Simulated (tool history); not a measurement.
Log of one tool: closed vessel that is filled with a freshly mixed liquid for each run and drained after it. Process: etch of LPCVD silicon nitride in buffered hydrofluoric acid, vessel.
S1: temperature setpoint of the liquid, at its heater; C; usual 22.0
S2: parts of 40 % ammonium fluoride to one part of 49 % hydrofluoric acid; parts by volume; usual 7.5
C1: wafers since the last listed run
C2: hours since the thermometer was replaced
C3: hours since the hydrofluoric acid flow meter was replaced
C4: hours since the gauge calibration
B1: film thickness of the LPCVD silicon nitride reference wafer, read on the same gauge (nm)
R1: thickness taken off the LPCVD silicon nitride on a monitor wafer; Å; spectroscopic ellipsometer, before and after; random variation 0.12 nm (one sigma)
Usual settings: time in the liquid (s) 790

Run 1, hour 0.0: usual settings; C1 0; C2 1895.2; C3 335.8; C4 1374.7; B1 130.00. Result: R1 126.3 Å.
Run 2, hour 56.5: usual settings; C1 3154; C2 1951.7; C3 392.3; C4 1431.2; B1 129.98. Result: R1 124.4 Å.
Run 3, hour 113.7: usual settings; C1 3193; C2 2008.9; C3 449.5; C4 1488.4; B1 130.00. Result: R1 123.9 Å.
Run 4, hour 139.3: usual settings but S1 20.0 C, time in the liquid (s) 690; C1 1429; C2 2034.5; C3 475.1; C4 1514.0; B1 129.98. Result: R1 96.2 Å.
Run 5, hour 171.4: usual settings; C1 1792; C2 2066.6; C3 507.2; C4 1546.1; B1 129.99. Result: R1 121.8 Å.
Run 6, hour 213.1: usual settings; C1 2328; C2 2108.3; C3 548.9; C4 1587.8; B1 130.04. Result: R1 121.1 Å.
At hour 241.3: hydrofluoric acid flow meter replaced.
Run 7, hour 281.6: usual settings; C1 3768; C2 2176.8; C3 40.3; C4 1656.3; B1 130.03. Result: R1 134.4 Å.
Run 8, hour 326.8: usual settings but time in the liquid (s) 1000; C1 2523; C2 2222.0; C3 85.5; C4 1701.5; B1 129.99. Result: R1 170.4 Å.
Run 9, hour 359.6: usual settings but S1 23.0 C, S2 10.0 parts by volume; C1 1831; C2 2254.8; C3 118.3; C4 1734.3; B1 129.98. Result: R1 108.8 Å.
At hour 372.5: thermometer replaced.
Run 10, hour 389.7: usual settings but S1 18.5 C; C1 1624; C2 17.2; C3 148.4; C4 1764.4; B1 129.96. Result: R1 107.6 Å.
Run 11, hour 426.8: usual settings but S1 18.5 C, S2 5.0 parts by volume, time in the liquid (s) 1250; C1 2071; C2 54.3; C3 185.5; C4 1801.5; B1 130.02. Result: R1 246.7 Å.
Run 12, hour 455.7: usual settings but S1 25.0 C; C1 1613; C2 83.2; C3 214.4; C4 1830.4; B1 129.98. Result: R1 155.7 Å.
Run 13, hour 511.1: usual settings but S2 5.0 parts by volume; C1 3092; C2 138.6; C3 269.8; C4 1885.8; B1 129.99. Result: R1 190.6 Å.
Run 14, hour 559.1: usual settings but time in the liquid (s) 925; C1 2679; C2 186.6; C3 317.8; C4 1933.8; B1 129.97. Result: R1 152.2 Å.
Run 15, hour 625.9: usual settings but S1 27.0 C, S2 6.5 parts by volume, time in the liquid (s) 950; C1 3729; C2 253.4; C3 384.6; C4 2000.6; B1 129.97. Result: R1 228.7 Å.
Run 16, hour 660.1: usual settings but S1 19.5 C, S2 9.0 parts by volume; C1 1909; C2 287.6; C3 418.8; C4 2034.8; B1 130.01. Result: R1 93.3 Å.
Run 17, hour 684.8: usual settings; C1 1379; C2 312.3; C3 443.5; C4 2059.5; B1 130.02. Result: R1 122.8 Å.
Run 18, hour 756.7: usual settings; C1 4014; C2 384.2; C3 515.4; C4 2131.4; B1 130.04. Result: R1 120.9 Å.
At hour 793.7: gauge calibrated.
Run 19, hour 813.3: usual settings but S1 18.0 C, time in the liquid (s) 450; C1 3159; C2 440.8; C3 572.0; C4 19.6; B1 130.04. Result: R1 54.8 Å.
At hour 830.5: hydrofluoric acid flow meter replaced.
Run 20, hour 874.0: usual settings but S1 27.0 C, S2 5.5 parts by volume; C1 3333; C2 501.5; C3 43.5; C4 80.3; B1 130.01. Result: R1 236.8 Å.
Run 21, hour 929.7: usual settings but S1 23.0 C, S2 10.0 parts by volume; C1 3109; C2 557.2; C3 99.2; C4 136.0; B1 130.01. Result: R1 110.8 Å.
Run 22, hour 990.5: usual settings but time in the liquid (s) 940; C1 3394; C2 618.0; C3 160.0; C4 196.8; B1 129.99. Result: R1 159.3 Å.
Run 23, hour 1051.8: usual settings but S1 27.0 C, S2 5.5 parts by volume, time in the liquid (s) 950; C1 3422; C2 679.3; C3 221.3; C4 258.1; B1 130.00. Result: R1 280.8 Å.
Run 24, hour 1116.5: usual settings; C1 3612; C2 744.0; C3 286.0; C4 322.8; B1 130.02. Result: R1 129.1 Å.
Run 25, hour 1162.6: usual settings but S2 10.5 parts by volume; C1 2573; C2 790.1; C3 332.1; C4 368.9; B1 130.02. Result: R1 95.7 Å.
Run 26, hour 1209.5: usual settings but time in the liquid (s) 1210; C1 2618; C2 837.0; C3 379.0; C4 415.8; B1 130.01. Result: R1 192.3 Å.
Run 27, hour 1253.3: usual settings but S1 25.0 C, S2 9.0 parts by volume; C1 2445; C2 880.8; C3 422.8; C4 459.6; B1 130.05. Result: R1 126.5 Å.
Run 28, hour 1308.7: usual settings but S2 8.5 parts by volume, time in the liquid (s) 1090; C1 3092; C2 936.2; C3 478.2; C4 515.0; B1 129.95. Result: R1 151.9 Å.
Run 29, hour 1353.8: usual settings but S2 10.5 parts by volume; C1 2517; C2 981.3; C3 523.3; C4 560.1; B1 129.95. Result: R1 91.1 Å.
At hour 1421.9: hydrofluoric acid flow meter replaced.
Run 30, hour 1472.3: usual settings; C1 6560; C2 1099.8; C3 50.4; C4 678.6; B1 129.94. Result: R1 132.7 Å.
Run 31, hour 1500.0: usual settings but S1 25.5 C; C1 1546; C2 1127.5; C3 78.1; C4 706.3; B1 130.06. Result: R1 164.7 Å.

Measured less the same run without the tool's hidden state. The same run-to-run variation is in both; the gauge's scatter may not be:
The hidden state here: liquid hotter than its thermometer reads (K); hydrofluoric acid flow below the setpoint (%); gauge reads high (%).
run     R1
  1  -11.7
  2  -13.3
  3  -15.2
  4  -12.5
  5  -16.8
  6  -18.1
  7   -2.8
  8   -5.3
  9   -3.8
 10   -5.0
 11  -10.5
 12   -9.6
 13  -11.2
 14  -13.4
 15  -20.1
 16   -6.1
 17  -14.9
 18  -17.0
 19   -8.6
 20   -2.1
 21   -2.4
 22   -6.2
 23  -11.5
 24   -8.9
 25   -6.9
 26  -17.7
 27   -7.4
 28  -14.5
 29  -10.7
 30   -3.0
 31   -4.7
